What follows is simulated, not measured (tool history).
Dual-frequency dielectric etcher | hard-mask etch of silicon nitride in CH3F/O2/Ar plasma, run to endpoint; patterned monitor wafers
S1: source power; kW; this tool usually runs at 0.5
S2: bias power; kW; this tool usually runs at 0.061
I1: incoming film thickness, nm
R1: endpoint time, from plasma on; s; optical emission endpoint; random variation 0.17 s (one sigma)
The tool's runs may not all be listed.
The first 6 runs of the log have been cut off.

| run | hour | S1 | S2 | I1 | R1 |
|---|---|---|---|---|---|
| 7 | 60.5 | 0.47 | 0.061 | 26.6 | 34.9 |
| 8 | 78.1 | 0.47 | 0.061 | 26.8 | 34.8 |
| 9 | 84.6 | 0.47 | 0.061 | 26.39 | 34.4 |
| 10 | 98 | 0.5 | 0.069 | 26.75 | 32.5 |
|  | 131.6 | upper electrode replaced |
| 11 | 132.1 | 0.5 | 0.069 | 26.37 | 31.8 |
| 12 | 132.4 | 0.5 | 0.061 | 26.95 | 34.5 |
| 13 | 132.8 | 0.5 | 0.061 | 26.56 | 33.9 |
|  | 167.8 | wet clean of the chamber |
| 14 | 168.3 | 0.5 | 0.061 | 26.62 | 34.1 |
| 15 | 168.6 | 0.5 | 0.061 | 26.76 | 34.2 |
| 16 | 183.3 | 0.5 | 0.07 | 26.82 | 32.5 |
| 17 | 189.9 | 0.59 | 0.051 | 26.7 | 35.1 |
| 18 | 196 | 0.54 | 0.057 | 26.81 | 34.6 |

Estimate the outcome of run 19 from the log above:
|  | 231.4 | bias power generator calibrated |
| 19 | 231.9 | 0.45 | 0.07 | 26.47 | ? |

{"run 19": {"R1": 33}}
Were there no unlogged condition in the tool, this run, its random variation unchanged, would have produced R1 33 s.
